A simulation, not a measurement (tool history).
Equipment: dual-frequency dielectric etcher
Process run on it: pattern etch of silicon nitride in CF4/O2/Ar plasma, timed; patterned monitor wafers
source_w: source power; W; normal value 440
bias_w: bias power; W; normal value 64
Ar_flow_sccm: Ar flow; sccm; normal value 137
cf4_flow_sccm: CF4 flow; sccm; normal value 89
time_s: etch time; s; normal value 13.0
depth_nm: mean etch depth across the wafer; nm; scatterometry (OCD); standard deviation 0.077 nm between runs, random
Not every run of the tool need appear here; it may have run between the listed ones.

run	hour	source_w	bias_w	Ar_flow_sccm	cf4_flow_sccm	time_s	read-back reference wafer on the same gauge, depth_nm	depth_nm
1	0.0	440	64	137	98	13.0	24.81	24.26
# hour 32.1: gauge calibrated
# hour 45.6: source power generator calibrated
2	87.9	440	77	137	89	14.5	24.78	30.60
3	121.7	490	55	137	89	13.0	24.81	23.99
# hour 129.6: Ar flow controller replaced
4	147.8	500	64	137	89	12.0	24.79	24.74
5	166.8	440	64	146	108	15.5	24.81	29.71
6	179.3	440	64	137	75	13.0	24.80	23.88
# hour 201.9: CF4 flow controller replaced
# hour 216.4: upper electrode replaced
7	216.9	440	64	137	102	13.0	24.78	24.96
8	217.2	440	64	137	102	13.0	24.80	25.06
9	232.7	370	64	137	89	15.5	24.78	25.66
10	260.3	440	64	108	89	13.0	24.83	25.37
11	278.7	440	64	148	89	13.0	24.78	24.35
12	301.1	440	64	137	89	13.0	24.79	24.59
13	335.2	480	51	137	99	13.0	24.80	22.73
# hour 385.9: wet clean of the chamber
14	386.4	440	64	137	89	10.0	24.81	18.56
15	386.7	530	72	137	101	12.0	24.75	28.27
16	414.4	440	64	137	67	13.0	24.80	23.28
17	434.7	390	64	155	89	13.0	24.79	21.79
18	455.8	440	64	137	89	13.0	24.81	24.25
19	484.5	440	78	137	71	13.0	24.83	27.08
20	510.6	400	64	162	89	13.0	24.82	22.08
21	537.5	510	64	161	105	13.0	24.77	27.43

Alternative continuations, all from the tool just after run 21; predict every row:
A	537.9	440	64	137	89	13.0	?	?
B	537.9	440	64	137	104	13.0	?	?
C	537.9	510	64	137	89	13.0	?	?
D	537.9	440	48	137	89	13.0	?	?

run	read-back reference wafer on the same gauge, depth_nm	depth_nm
A	24.77	24.51
B	24.77	25.00
C	24.77	27.42
D	24.77	20.01
Take away the tool's hidden state, keep each run's random variation, and the runs would have read:
run	depth_nm
A	24.25
B	24.74
C	27.13
D	19.81

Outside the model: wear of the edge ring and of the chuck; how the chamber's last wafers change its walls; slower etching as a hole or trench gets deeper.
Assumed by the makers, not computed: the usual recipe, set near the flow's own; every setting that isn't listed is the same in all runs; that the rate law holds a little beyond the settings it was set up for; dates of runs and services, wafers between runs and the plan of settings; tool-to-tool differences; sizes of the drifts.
